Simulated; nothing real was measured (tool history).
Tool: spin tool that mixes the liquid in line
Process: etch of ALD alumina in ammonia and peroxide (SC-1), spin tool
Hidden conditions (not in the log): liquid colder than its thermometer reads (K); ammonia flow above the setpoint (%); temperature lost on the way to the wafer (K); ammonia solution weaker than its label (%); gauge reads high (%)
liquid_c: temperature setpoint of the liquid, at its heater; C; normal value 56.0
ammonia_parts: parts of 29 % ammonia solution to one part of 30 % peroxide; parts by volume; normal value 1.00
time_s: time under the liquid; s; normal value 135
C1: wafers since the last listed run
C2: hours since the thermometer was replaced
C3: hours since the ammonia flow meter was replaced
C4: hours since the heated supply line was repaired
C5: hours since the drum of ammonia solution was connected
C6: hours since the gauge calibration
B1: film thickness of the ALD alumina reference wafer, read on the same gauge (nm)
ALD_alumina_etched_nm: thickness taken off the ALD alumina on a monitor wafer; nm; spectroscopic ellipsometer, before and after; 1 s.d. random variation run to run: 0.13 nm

run 1 hour=0.0 | liquid_c=63.0 ammonia_parts=1.00 time_s=135 | C1=0 C2=689.8 C3=1789.0 C4=2230.6 C5=1012.2 C6=159.6 | B1=120.01 | ALD_alumina_etched_nm=17.73
run 2 hour=35.5 | liquid_c=56.0 ammonia_parts=1.00 time_s=135 | C1=248 C2=725.3 C3=1824.5 C4=2266.1 C5=1047.7 C6=195.1 | B1=119.99 | ALD_alumina_etched_nm=12.06
run 3 hour=69.6 | liquid_c=56.0 ammonia_parts=1.00 time_s=135 | C1=238 C2=759.4 C3=1858.6 C4=2300.2 C5=1081.8 C6=229.2 | B1=120.00 | ALD_alumina_etched_nm=12.03
run 4 hour=100.3 | liquid_c=56.0 ammonia_parts=1.00 time_s=135 | C1=214 C2=790.1 C3=1889.3 C4=2330.9 C5=1112.5 C6=259.9 | B1=119.99 | ALD_alumina_etched_nm=12.13
-- hour=117.6 new drum of ammonia solution connected
-- hour=125.3 gauge calibrated
-- hour=126.0 thermometer replaced
run 5 hour=128.3 | liquid_c=56.0 ammonia_parts=1.00 time_s=135 | C1=182 C2=2.3 C3=1917.3 C4=2358.9 C5=10.7 C6=3.0 | B1=120.00 | ALD_alumina_etched_nm=12.90
run 6 hour=143.4 | liquid_c=56.0 ammonia_parts=1.00 time_s=135 | C1=105 C2=17.4 C3=1932.4 C4=2374.0 C5=25.8 C6=18.1 | B1=119.99 | ALD_alumina_etched_nm=13.02
run 7 hour=176.6 | liquid_c=62.0 ammonia_parts=1.00 time_s=135 | C1=232 C2=50.6 C3=1965.6 C4=2407.2 C5=59.0 C6=51.3 | B1=119.99 | ALD_alumina_etched_nm=17.67
run 8 hour=197.3 | liquid_c=62.0 ammonia_parts=1.00 time_s=135 | C1=144 C2=71.3 C3=1986.3 C4=2427.9 C5=79.7 C6=72.0 | B1=120.00 | ALD_alumina_etched_nm=17.60
run 9 hour=227.1 | liquid_c=48.5 ammonia_parts=1.20 time_s=135 | C1=208 C2=101.1 C3=2016.1 C4=2457.7 C5=109.5 C6=101.8 | B1=119.99 | ALD_alumina_etched_nm=8.89
-- hour=243.1 ammonia flow meter replaced
run 10 hour=251.0 | liquid_c=65.5 ammonia_parts=0.60 time_s=210 | C1=160 C2=125.0 C3=7.9 C4=2481.6 C5=133.4 C6=125.7 | B1=119.99 | ALD_alumina_etched_nm=30.31
run 11 hour=282.9 | liquid_c=65.0 ammonia_parts=0.80 time_s=205 | C1=223 C2=156.9 C3=39.8 C4=2513.5 C5=165.3 C6=157.6 | B1=119.99 | ALD_alumina_etched_nm=29.97
-- hour=286.3 heated supply line repaired
run 12 hour=305.9 | liquid_c=49.0 ammonia_parts=0.55 time_s=175 | C1=154 C2=179.9 C3=62.8 C4=19.6 C5=188.3 C6=180.6 | B1=120.01 | ALD_alumina_etched_nm=10.78
run 13 hour=332.5 | liquid_c=56.0 ammonia_parts=1.20 time_s=85 | C1=186 C2=206.5 C3=89.4 C4=46.2 C5=214.9 C6=207.2 | B1=120.01 | ALD_alumina_etched_nm=8.23
run 14 hour=356.1 | liquid_c=56.0 ammonia_parts=1.00 time_s=135 | C1=165 C2=230.1 C3=113.0 C4=69.8 C5=238.5 C6=230.8 | B1=120.02 | ALD_alumina_etched_nm=12.75
-- hour=377.8 gauge calibrated
run 15 hour=389.9 | liquid_c=56.0 ammonia_parts=1.00 time_s=135 | C1=236 C2=263.9 C3=146.8 C4=103.6 C5=272.3 C6=12.1 | B1=120.01 | ALD_alumina_etched_nm=12.84

Each row is a separate what-if for the run after 15, all from the same tool condition, not one after another. Results?
run A hour=390.4 | liquid_c=56.0 ammonia_parts=1.00 time_s=135 | C1=3 C2=264.4 C3=147.3 C4=104.1 C5=272.8 C6=12.6 | B1=? | ALD_alumina_etched_nm=?
run B hour=390.4 | liquid_c=64.0 ammonia_parts=1.20 time_s=135 | C1=3 C2=264.4 C3=147.3 C4=104.1 C5=272.8 C6=12.6 | B1=? | ALD_alumina_etched_nm=?
run C hour=390.4 | liquid_c=53.0 ammonia_parts=1.20 time_s=135 | C1=3 C2=264.4 C3=147.3 C4=104.1 C5=272.8 C6=12.6 | B1=? | ALD_alumina_etched_nm=?

run=A B1=120.00 ALD_alumina_etched_nm=12.62
run=B B1=120.00 ALD_alumina_etched_nm=19.40
run=C B1=120.00 ALD_alumina_etched_nm=10.94
Stripped of hidden state, with their random variation kept, the same runs would have yielded:
run=A ALD_alumina_etched_nm=13.09
run=B ALD_alumina_etched_nm=20.08
run=C ALD_alumina_etched_nm=11.35
